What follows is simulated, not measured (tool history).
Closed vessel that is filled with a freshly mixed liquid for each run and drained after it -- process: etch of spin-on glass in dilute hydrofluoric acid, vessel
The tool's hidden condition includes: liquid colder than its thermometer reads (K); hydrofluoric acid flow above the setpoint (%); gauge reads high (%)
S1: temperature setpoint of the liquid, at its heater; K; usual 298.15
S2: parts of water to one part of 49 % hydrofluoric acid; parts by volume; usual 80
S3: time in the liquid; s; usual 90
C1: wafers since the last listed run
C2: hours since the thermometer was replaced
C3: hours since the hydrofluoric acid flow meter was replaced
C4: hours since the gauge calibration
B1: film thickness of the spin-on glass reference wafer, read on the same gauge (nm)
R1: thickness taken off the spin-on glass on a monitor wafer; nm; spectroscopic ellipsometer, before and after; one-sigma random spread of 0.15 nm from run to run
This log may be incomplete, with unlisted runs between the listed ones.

run,hour,S1,S2,S3,C1,C2,C3,C4,B1,R1
1,0,298.15,80,55,0,2248.3,443.3,106.2,69.99,20.39
2,49.5,298.15,100,90,3394,2297.8,492.8,155.7,70.05,25.82
3,103.3,298.15,55,90,3689,2351.6,546.6,209.5,70,50.06
4,186.7,298.15,55,90,5719,2435,630,292.9,69.99,50.08
5,232.1,298.15,55,90,3113,2480.4,675.4,338.3,69.99,50.17
6,275.2,301.15,80,135,2955,2523.5,718.5,381.4,69.99,56.1
# hour 316.6: hydrofluoric acid flow meter replaced
7,346.8,301.15,80,135,4841,2595.1,30.2,453,69.99,54.14
# hour 392.1: gauge calibrated
8,423.1,296.65,90,50,5232,2671.4,106.5,31,69.97,14.78
# hour 447: thermometer replaced
9,466.2,298.15,80,90,2887,19.2,149.6,74.1,70.04,35.59
10,538.5,296.65,120,110,4958,91.5,221.9,146.4,69.98,26.08
11,603,298.15,115,90,4423,156,286.4,210.9,69.96,23.75
12,692.1,298.15,80,90,6110,245.1,375.5,300,70.02,35.59
13,728.2,302.15,105,60,2475,281.2,411.6,336.1,70,20.51
14,767,296.65,115,110,2660,320,450.4,374.9,69.98,27.58
# hour 803.8: gauge calibrated
15,806.2,302.15,65,45,2688,359.2,489.6,2.4,70.02,26.48

Selected run-to-run steps in R1, each split into two signed amounts: the part the tool would show with no hidden state at all (from settings, incoming material and random variation), and the remainder, which goes to the hidden state together with any gauge scatter not common to the measured and the hidden-state-free results:
Run 7 -> 8: S1 301.15 -> 296.65, S2 80 -> 90, S3 135 -> 50, gauge calibrated. R1 -39.36 nm: hidden state +3.67, all else -43.03.
